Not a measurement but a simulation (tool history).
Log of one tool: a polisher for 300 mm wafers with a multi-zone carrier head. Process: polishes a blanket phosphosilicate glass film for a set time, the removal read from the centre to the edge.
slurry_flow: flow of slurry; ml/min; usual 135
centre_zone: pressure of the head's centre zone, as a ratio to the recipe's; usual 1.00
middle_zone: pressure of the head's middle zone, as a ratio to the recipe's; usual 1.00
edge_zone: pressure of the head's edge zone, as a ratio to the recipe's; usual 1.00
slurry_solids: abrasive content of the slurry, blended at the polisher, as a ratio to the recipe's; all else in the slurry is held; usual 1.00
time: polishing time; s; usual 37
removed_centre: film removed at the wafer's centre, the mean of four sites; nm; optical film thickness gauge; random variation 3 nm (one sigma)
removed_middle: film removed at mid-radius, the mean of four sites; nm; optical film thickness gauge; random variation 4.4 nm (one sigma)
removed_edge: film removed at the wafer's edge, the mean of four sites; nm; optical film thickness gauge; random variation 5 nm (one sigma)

run	hour	slurry_flow	centre_zone	middle_zone	edge_zone	slurry_solids	time	incoming thickness of the incoming film, nm	removed_centre	removed_middle	removed_edge
1	0.0	135	1.00	1.00	1.05	1.00	42	4304.2	479.4	486.9	499.2
2	18.5	135	1.00	1.00	1.00	0.85	37	4303.8	388.5	396.3	396.4
3	86.2	135	1.00	1.00	1.00	0.85	37	4335.9	384.7	385.6	393.8
# hour 92.3: worn pad replaced by a new one
4	114.7	135	1.00	1.00	1.00	0.85	37	4374.4	384.2	391.5	387.1
# hour 117.5: edge zone pressure recalibrated
5	129.3	135	1.00	1.00	1.00	1.00	37	4424.0	425.6	424.9	428.2
# hour 140.8: slurry nozzle cleaned
6	155.5	135	1.00	1.00	1.00	1.00	37	4349.5	422.3	423.5	426.4
# hour 177.4: centre zone pressure recalibrated
7	184.8	135	1.00	1.00	1.00	1.00	37	4372.0	421.9	425.0	426.6
8	203.4	135	1.10	0.92	0.92	1.20	37	4408.1	508.1	442.3	453.5
9	231.3	135	1.00	1.00	1.00	1.00	31	4292.5	353.0	358.7	355.9
10	244.9	135	1.00	1.00	1.00	1.00	37	4324.9	425.1	425.8	436.0
11	260.3	135	1.00	0.90	1.00	1.00	37	4314.8	423.9	406.7	426.5
# hour 265.0: worn pad replaced by a new one
12	284.3	135	1.00	1.00	1.00	1.00	37	4383.1	421.0	429.7	421.2
# hour 290.1: carrier head's membrane replaced by a new one
13	312.8	135	1.00	1.00	1.00	1.00	37	4357.1	423.0	421.8	421.2
14	348.1	165	1.00	1.00	1.00	0.90	43	4387.1	489.5	482.5	489.5
15	381.1	150	1.00	1.00	0.95	0.80	31	4378.3	323.5	323.2	320.8

5 ways to go on from here, each from the tool as it stands after run 15. What would each give?
A	381.5	150	1.00	1.00	1.00	1.00	37	4274.7	?	?	?
B	381.5	135	1.00	1.00	1.10	1.00	41	4274.7	?	?	?
C	381.5	175	1.00	1.00	1.05	1.00	30	4274.7	?	?	?
D	381.5	135	0.88	1.08	1.05	1.00	50	4274.7	?	?	?
E	381.5	135	1.00	0.88	1.00	1.00	48	4274.7	?	?	?

run	removed_centre	removed_middle	removed_edge
A	432.6	434.1	425.5
B	467.1	470.0	486.2
C	362.4	362.3	360.8
D	502.1	604.8	578.7
E	546.4	505.4	543.7
Without the tool's hidden state the same runs would have given:
run	removed_centre	removed_middle	removed_edge
A	432.6	434.1	425.5
B	467.1	470.0	486.2
C	362.4	362.3	360.8
D	502.1	604.8	578.7
E	546.4	505.4	543.7
